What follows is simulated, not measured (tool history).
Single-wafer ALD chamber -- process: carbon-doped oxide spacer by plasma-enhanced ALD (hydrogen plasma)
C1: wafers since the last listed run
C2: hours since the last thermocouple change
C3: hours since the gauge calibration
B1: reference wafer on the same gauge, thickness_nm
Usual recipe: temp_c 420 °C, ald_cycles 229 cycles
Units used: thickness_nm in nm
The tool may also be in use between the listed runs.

Run 1, hour 0: usual settings but ald_cycles 247 cycles; C1 0; C2 2843; C3 45.1; B1 9.308. Result: thickness_nm 11.447 nm.
Run 2, hour 11.8: usual settings but ald_cycles 247 cycles; C1 15; C2 2854.8; C3 56.9; B1 9.312. Result: thickness_nm 11.427 nm.
Run 3, hour 29.5: usual settings but ald_cycles 247 cycles; C1 23; C2 2872.5; C3 74.6; B1 9.313. Result: thickness_nm 11.42 nm.
Run 4, hour 41: usual settings; C1 15; C2 2884; C3 86.1; B1 9.319. Result: thickness_nm 10.624 nm.
Run 5, hour 53: usual settings; C1 16; C2 2896; C3 98.1; B1 9.325. Result: thickness_nm 10.609 nm.
Run 6, hour 68.1: usual settings; C1 20; C2 2911.1; C3 113.2; B1 9.336. Result: thickness_nm 10.623 nm.
Run 7, hour 76.8: usual settings but ald_cycles 258 cycles; C1 11; C2 2919.8; C3 121.9; B1 9.33. Result: thickness_nm 12.001 nm.
Run 8, hour 90.2: usual settings; C1 18; C2 2933.2; C3 135.3; B1 9.337. Result: thickness_nm 10.661 nm.
Run 9, hour 107.8: usual settings; C1 23; C2 2950.8; C3 152.9; B1 9.342. Result: thickness_nm 10.627 nm.
Run 10, hour 122.1: usual settings but temp_c 410 °C, ald_cycles 210 cycles; C1 19; C2 2965.1; C3 167.2; B1 9.345. Result: thickness_nm 10.105 nm.
Run 11, hour 128.2: usual settings; C1 8; C2 2971.2; C3 173.3; B1 9.354. Result: thickness_nm 10.646 nm.
At hour 139.9: thermocouple changed; heater temperature recalibrated.
Run 12, hour 142.6: usual settings; C1 8; C2 2.7; C3 187.7; B1 9.361. Result: thickness_nm 10.69 nm.
Run 13, hour 159.2: usual settings but temp_c 426 °C, ald_cycles 252 cycles; C1 22; C2 19.3; C3 204.3; B1 9.362. Result: thickness_nm 11.488 nm.
Run 14, hour 173.3: usual settings but temp_c 426 °C, ald_cycles 252 cycles; C1 19; C2 33.4; C3 218.4; B1 9.37. Result: thickness_nm 11.475 nm.
Run 15, hour 180.3: usual settings but temp_c 426 °C, ald_cycles 252 cycles; C1 9; C2 40.4; C3 225.4; B1 9.379. Result: thickness_nm 11.526 nm.
At hour 185.1: gauge calibrated.
Run 16, hour 190.7: usual settings but temp_c 414 °C; C1 14; C2 50.8; C3 5.6; B1 9.306. Result: thickness_nm 10.845 nm.
Run 17, hour 202.1: usual settings but temp_c 426 °C; C1 15; C2 62.2; C3 17; B1 9.311. Result: thickness_nm 10.415 nm.
Run 18, hour 216.6: usual settings but ald_cycles 250 cycles; C1 19; C2 76.7; C3 31.5; B1 9.325. Result: thickness_nm 11.582 nm.
Run 19, hour 223.6: usual settings; C1 9; C2 83.7; C3 38.5; B1 9.317. Result: thickness_nm 10.644 nm.
Run 20, hour 239.2: usual settings but temp_c 432 °C, ald_cycles 199 cycles; C1 21; C2 99.3; C3 54.1; B1 9.315. Result: thickness_nm 8.826 nm.
Run 21, hour 248.9: usual settings but temp_c 410 °C; C1 13; C2 109; C3 63.8; B1 9.334. Result: thickness_nm 11.001 nm.
Run 22, hour 266.8: usual settings; C1 24; C2 126.9; C3 81.7; B1 9.334. Result: thickness_nm 10.608 nm.
Run 23, hour 277.3: usual settings but temp_c 435 °C, ald_cycles 242 cycles; C1 14; C2 137.4; C3 92.2; B1 9.332. Result: thickness_nm 10.647 nm.
Run 24, hour 288: usual settings but temp_c 406 °C; C1 14; C2 148.1; C3 102.9; B1 9.337. Result: thickness_nm 11.135 nm.
Run 25, hour 301.5: usual settings; C1 18; C2 161.6; C3 116.4; B1 9.35. Result: thickness_nm 10.634 nm.
Run 26, hour 315.9: usual settings but temp_c 410 °C, ald_cycles 257 cycles; C1 19; C2 176; C3 130.8; B1 9.352. Result: thickness_nm 12.315 nm.
Run 27, hour 329.6: usual settings but temp_c 431 °C, ald_cycles 254 cycles; C1 18; C2 189.7; C3 144.5; B1 9.363. Result: thickness_nm 11.407 nm.
Run 28, hour 346.5: usual settings but temp_c 425 °C, ald_cycles 209 cycles; C1 22; C2 206.6; C3 161.4; B1 9.363. Result: thickness_nm 9.564 nm.
Run 29, hour 360.7: usual settings but ald_cycles 214 cycles; C1 19; C2 220.8; C3 175.6; B1 9.365. Result: thickness_nm 10 nm.
Run 30, hour 377.7: usual settings but ald_cycles 206 cycles; C1 22; C2 237.8; C3 192.6; B1 9.372. Result: thickness_nm 9.581 nm.
Run 31, hour 390.9: usual settings but temp_c 432 °C; C1 17; C2 251; C3 205.8; B1 9.373. Result: thickness_nm 10.216 nm.
Run 32, hour 401.5: usual settings; C1 14; C2 261.6; C3 216.4; B1 9.38. Result: thickness_nm 10.668 nm.
Run 33, hour 412: usual settings but temp_c 426 °C, ald_cycles 252 cycles; C1 14; C2 272.1; C3 226.9; B1 9.381. Result: thickness_nm 11.526 nm.

Per-run results on a tool with no hidden state, each run keeping its own random variation:
Unlogged tool condition in this case: wafer temperature above the value expected at the setpoint (K); gauge reads high (%).
run  thickness_nm
  1        11.438
  2        11.413
  3        11.397
  4        10.598
  5        10.578
  6        10.586
  7        11.955
  8        10.614
  9        10.573
 10        10.048
 11        10.584
 12        10.621
 13        11.406
 14        11.388
 15        11.434
 16        10.839
 17        10.404
 18        11.562
 19        10.623
 20         8.803
 21        10.969
 22         10.57
 23        10.604
 24        11.085
 25        10.581
 26        12.246
 27        11.337
 28         9.499
 29         9.926
 30         9.504
 31        10.129
 32        10.572
 33        11.418

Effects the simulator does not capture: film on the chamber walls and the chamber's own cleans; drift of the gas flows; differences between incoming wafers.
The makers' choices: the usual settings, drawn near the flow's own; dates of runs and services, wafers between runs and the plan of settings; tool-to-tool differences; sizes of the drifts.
